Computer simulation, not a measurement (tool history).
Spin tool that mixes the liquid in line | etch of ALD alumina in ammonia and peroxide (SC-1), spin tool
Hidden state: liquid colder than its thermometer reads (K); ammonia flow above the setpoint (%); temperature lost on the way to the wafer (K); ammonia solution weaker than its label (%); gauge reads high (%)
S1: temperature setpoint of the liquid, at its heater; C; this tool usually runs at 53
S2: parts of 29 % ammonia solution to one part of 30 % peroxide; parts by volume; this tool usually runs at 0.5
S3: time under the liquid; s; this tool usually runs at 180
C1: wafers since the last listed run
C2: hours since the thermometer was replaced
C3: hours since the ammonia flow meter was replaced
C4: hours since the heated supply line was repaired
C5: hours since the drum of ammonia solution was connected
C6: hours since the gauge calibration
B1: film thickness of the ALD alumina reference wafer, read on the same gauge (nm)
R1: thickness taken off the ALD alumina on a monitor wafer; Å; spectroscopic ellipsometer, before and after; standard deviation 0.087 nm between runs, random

run 1 hour=0 | S1=53 S2=0.5 S3=180 | C1=0 C2=2236.9 C3=4.6 C4=1056.6 C5=299.8 C6=336.2 | B1=120.01 | R1=77
run 2 hour=16.9 | S1=53 S2=0.55 S3=180 | C1=167 C2=2253.8 C3=21.5 C4=1073.5 C5=316.7 C6=353.1 | B1=120.01 | R1=79
-- hour=30.5 thermometer replaced
run 3 hour=32.2 | S1=53 S2=0.55 S3=180 | C1=141 C2=1.7 C3=36.8 C4=1088.8 C5=332 C6=368.4 | B1=120 | R1=77.7
run 4 hour=39.8 | S1=59.5 S2=0.65 S3=180 | C1=75 C2=9.3 C3=44.4 C4=1096.4 C5=339.6 C6=376 | B1=120 | R1=113.4
run 5 hour=48.1 | S1=53 S2=0.5 S3=180 | C1=82 C2=17.6 C3=52.7 C4=1104.7 C5=347.9 C6=384.3 | B1=119.99 | R1=77.4
run 6 hour=54.9 | S1=53 S2=0.5 S3=115 | C1=67 C2=24.4 C3=59.5 C4=1111.5 C5=354.7 C6=391.1 | B1=120 | R1=49.1
run 7 hour=61.2 | S1=53 S2=0.5 S3=140 | C1=62 C2=30.7 C3=65.8 C4=1117.8 C5=361 C6=397.4 | B1=119.98 | R1=60.3
run 8 hour=68.1 | S1=45 S2=0.5 S3=135 | C1=68 C2=37.6 C3=72.7 C4=1124.7 C5=367.9 C6=404.3 | B1=119.99 | R1=36.8
-- hour=83.3 new drum of ammonia solution connected
run 9 hour=85.9 | S1=53 S2=0.5 S3=180 | C1=166 C2=55.4 C3=90.5 C4=1142.5 C5=2.6 C6=422.1 | B1=120.02 | R1=77.5
-- hour=87 gauge calibrated
run 10 hour=98.8 | S1=57 S2=0.35 S3=215 | C1=127 C2=68.3 C3=103.4 C4=1155.4 C5=15.5 C6=11.8 | B1=120 | R1=109.9
run 11 hour=104.8 | S1=59 S2=0.5 S3=280 | C1=59 C2=74.3 C3=109.4 C4=1161.4 C5=21.5 C6=17.8 | B1=120.01 | R1=165.8
-- hour=117.9 heated supply line repaired
run 12 hour=118.4 | S1=53 S2=0.65 S3=230 | C1=124 C2=87.9 C3=123 C4=0.5 C5=35.1 C6=31.4 | B1=120.01 | R1=116.2
run 13 hour=133.3 | S1=61.5 S2=0.5 S3=180 | C1=147 C2=102.8 C3=137.9 C4=15.4 C5=50 C6=46.3 | B1=119.99 | R1=138.8
run 14 hour=140 | S1=60.5 S2=0.35 S3=135 | C1=66 C2=109.5 C3=144.6 C4=22.1 C5=56.7 C6=53 | B1=119.98 | R1=93.6
run 15 hour=154.1 | S1=47.5 S2=0.3 S3=225 | C1=139 C2=123.6 C3=158.7 C4=36.2 C5=70.8 C6=67.1 | B1=119.99 | R1=77.9
run 16 hour=167.2 | S1=45 S2=0.3 S3=285 | C1=129 C2=136.7 C3=171.8 C4=49.3 C5=83.9 C6=80.2 | B1=120.01 | R1=85.4
run 17 hour=174.3 | S1=43.5 S2=0.35 S3=80 | C1=70 C2=143.8 C3=178.9 C4=56.4 C5=91 C6=87.3 | B1=120 | R1=22.4
run 18 hour=191.5 | S1=53 S2=0.5 S3=180 | C1=170 C2=161 C3=196.1 C4=73.6 C5=108.2 C6=104.5 | B1=120.01 | R1=89.2
run 19 hour=199.8 | S1=53 S2=0.35 S3=180 | C1=82 C2=169.3 C3=204.4 C4=81.9 C5=116.5 C6=112.8 | B1=120 | R1=84.3
run 20 hour=217.4 | S1=46.5 S2=0.4 S3=130 | C1=174 C2=186.9 C3=222 C4=99.5 C5=134.1 C6=130.4 | B1=119.99 | R1=43.1
run 21 hour=232.8 | S1=57.5 S2=0.5 S3=180 | C1=152 C2=202.3 C3=237.4 C4=114.9 C5=149.5 C6=145.8 | B1=120.01 | R1=111.8
run 22 hour=244.6 | S1=50 S2=0.7 S3=105 | C1=116 C2=214.1 C3=249.2 C4=126.7 C5=161.3 C6=157.6 | B1=120 | R1=45.2
run 23 hour=257.1 | S1=44 S2=0.4 S3=75 | C1=123 C2=226.6 C3=261.7 C4=139.2 C5=173.8 C6=170.1 | B1=120.02 | R1=21.1
run 24 hour=266.9 | S1=53 S2=0.5 S3=180 | C1=96 C2=236.4 C3=271.5 C4=149 C5=183.6 C6=179.9 | B1=119.99 | R1=86.9

How the hidden state differs across the entries between the runs, from the last listed run before each to the first after it:
From run 2 to run 3: thermometer replaced (hour 30.5)
  temperature lost on the way to the wafer (K): 2.54 -> 2.57
  difference, measured minus the result without the unlogged condition, R1: -11.7 -> -11.6 Å
From run 8 to run 9: new drum of ammonia solution connected (hour 83.3)
  temperature lost on the way to the wafer (K): 2.65 -> 2.69
  difference, measured minus the result without the unlogged condition, R1: -6.1 -> -12.3 Å
From run 9 to run 10: gauge calibrated (hour 87)
  temperature lost on the way to the wafer (K): 2.69 -> 2.72
  difference, measured minus the result without the unlogged condition, R1: -12.3 -> -17 Å
From run 11 to run 12: heated supply line repaired (hour 117.9)
  temperature lost on the way to the wafer (K): 2.73 -> 0.0781
  difference, measured minus the result without the unlogged condition, R1: -25.4 -> -0.5 Å

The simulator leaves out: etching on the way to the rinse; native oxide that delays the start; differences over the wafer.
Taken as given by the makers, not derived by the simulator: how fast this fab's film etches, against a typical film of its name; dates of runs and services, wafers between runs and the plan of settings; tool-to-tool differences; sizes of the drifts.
